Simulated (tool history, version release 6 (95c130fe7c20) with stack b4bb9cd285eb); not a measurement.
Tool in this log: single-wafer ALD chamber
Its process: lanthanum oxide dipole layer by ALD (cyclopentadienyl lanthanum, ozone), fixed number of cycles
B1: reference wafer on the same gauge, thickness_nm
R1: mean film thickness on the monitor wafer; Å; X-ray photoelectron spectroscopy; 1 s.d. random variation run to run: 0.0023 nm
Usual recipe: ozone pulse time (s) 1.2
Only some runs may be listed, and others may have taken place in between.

Run 1, day 0: usual settings but ozone pulse time (s) 1.09; B1 0.522. Result: R1 5.41 Å.
Run 2, day 1.588: usual settings; B1 0.522. Result: R1 5.45 Å.
Run 3, day 4.575: usual settings but ozone pulse time (s) 1.01; B1 0.522. Result: R1 5.39 Å.
Run 4, day 7.746: usual settings but ozone pulse time (s) 1.01; B1 0.522. Result: R1 5.37 Å.
At day 8.158: thermocouple changed; heater temperature recalibrated.
Run 5, day 10.262: usual settings but ozone pulse time (s) 1.01; B1 0.522. Result: R1 5.38 Å.
Run 6, day 11.817: usual settings but ozone pulse time (s) 0.85; B1 0.521. Result: R1 5.27 Å.
At day 14.592: gauge calibrated.
Run 7, day 15.088: usual settings but ozone pulse time (s) 0.85; B1 0.522. Result: R1 5.27 Å.
Run 8, day 22.175: usual settings but ozone pulse time (s) 0.85; B1 0.522. Result: R1 5.23 Å.
Run 9, day 23.796: usual settings but ozone pulse time (s) 0.83; B1 0.522. Result: R1 5.28 Å.
Run 10, day 27.783: usual settings but ozone pulse time (s) 0.83; B1 0.522. Result: R1 5.25 Å.
Run 11, day 31.254: usual settings but ozone pulse time (s) 0.83; B1 0.522. Result: R1 5.25 Å.
Run 12, day 33.171: usual settings; B1 0.521. Result: R1 5.48 Å.
Run 13, day 36.738: usual settings; B1 0.522. Result: R1 5.53 Å.
At day 41.054: showerhead replaced.
Run 14, day 41.133: usual settings but ozone pulse time (s) 1.08; B1 0.521. Result: R1 5.4 Å.
At day 43.429: ozone generator serviced.
Run 15, day 45.312: usual settings but ozone pulse time (s) 1.08; B1 0.522. Result: R1 5.41 Å.
Run 16, day 56.621: usual settings; B1 0.522. Result: R1 5.52 Å.
Run 17, day 59.154: usual settings; B1 0.522. Result: R1 5.51 Å.
Run 18, day 61.596: usual settings but ozone pulse time (s) 0.84; B1 0.522. Result: R1 5.25 Å.
Run 19, day 65.688: usual settings; B1 0.522. Result: R1 5.51 Å.
Run 20, day 68.871: usual settings; B1 0.521. Result: R1 5.46 Å.
At day 80.175: ozone generator serviced.
Run 21, day 80.217: usual settings but ozone pulse time (s) 1.51; B1 0.521. Result: R1 5.62 Å.
Run 22, day 82.108: usual settings; B1 0.523. Result: R1 5.45 Å.
Run 23, day 85.871: usual settings but ozone pulse time (s) 1.49; B1 0.522. Result: R1 5.62 Å.

Expected results for the next run?
Run 24, day 88.858: usual settings but ozone pulse time (s) 1.45; B1 ?. Result: R1 ?.

B1: 0.523
R1: 5.61 Å
The same run, on a tool lacking any hidden state, would have yielded R1 5.61 Å.
